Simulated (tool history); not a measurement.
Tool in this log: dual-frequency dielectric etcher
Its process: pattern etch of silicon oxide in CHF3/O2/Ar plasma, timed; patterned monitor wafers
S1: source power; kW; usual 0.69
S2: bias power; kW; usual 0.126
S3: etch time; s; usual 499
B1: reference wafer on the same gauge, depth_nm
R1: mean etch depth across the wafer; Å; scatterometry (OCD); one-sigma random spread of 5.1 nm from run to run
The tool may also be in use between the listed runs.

{"run": 1, "hour": 0.0, "S1": 0.69, "S2": 0.126, "S3": 387.5, "B1": 821, "R1": 7322}
{"run": 2, "hour": 13.3, "S1": 0.69, "S2": 0.126, "S3": 387.5, "B1": 819, "R1": 7291}
{"run": 3, "hour": 20.4, "S1": 0.69, "S2": 0.126, "S3": 499, "B1": 817.9, "R1": 9372}
{"run": 4, "hour": 33.0, "S1": 0.69, "S2": 0.126, "S3": 499, "B1": 818.3, "R1": 9364}
{"run": 5, "hour": 41.2, "S1": 0.69, "S2": 0.136, "S3": 499, "B1": 818.8, "R1": 9687}
{"run": 6, "hour": 50.0, "S1": 0.69, "S2": 0.136, "S3": 499, "B1": 817, "R1": 9616}
{"run": 7, "hour": 56.2, "S1": 0.69, "S2": 0.136, "S3": 499, "B1": 817.3, "R1": 9539}
{"hour": 64.4, "done": "bias power generator calibrated"}
{"run": 8, "hour": 64.9, "S1": 0.69, "S2": 0.126, "S3": 499, "B1": 818.3, "R1": 9383}
{"hour": 79.0, "done": "source power generator calibrated"}
{"run": 9, "hour": 79.8, "S1": 0.56, "S2": 0.102, "S3": 433.5, "B1": 819.9, "R1": 7303}
{"run": 10, "hour": 86.8, "S1": 0.73, "S2": 0.113, "S3": 544, "B1": 819.8, "R1": 10218}
{"run": 11, "hour": 102.4, "S1": 0.69, "S2": 0.126, "S3": 499, "B1": 818.3, "R1": 9353}
{"hour": 131.5, "done": "upper electrode replaced"}
{"hour": 135.0, "done": "gauge calibrated"}
{"hour": 138.8, "done": "wet clean of the chamber"}
{"run": 12, "hour": 139.3, "S1": 0.69, "S2": 0.136, "S3": 627.5, "B1": 816.8, "R1": 12061}
{"run": 13, "hour": 139.8, "S1": 0.69, "S2": 0.126, "S3": 364, "B1": 819.7, "R1": 6836}
{"run": 14, "hour": 141.7, "S1": 0.69, "S2": 0.126, "S3": 541.5, "B1": 814.9, "R1": 10186}
{"run": 15, "hour": 159.5, "S1": 0.77, "S2": 0.157, "S3": 426.5, "B1": 817.7, "R1": 8759}
{"run": 16, "hour": 167.7, "S1": 0.75, "S2": 0.139, "S3": 441, "B1": 816, "R1": 8638}

Run 17 has not been measured yet. What should we expect?
{"run": 17, "hour": 181.2, "S1": 0.69, "S2": 0.126, "S3": 499, "B1": "?", "R1": "?"}

B1: 817.7
R1: 9395 Å
Had the tool carried no hidden state, the very same run would have given R1 9395 Å.
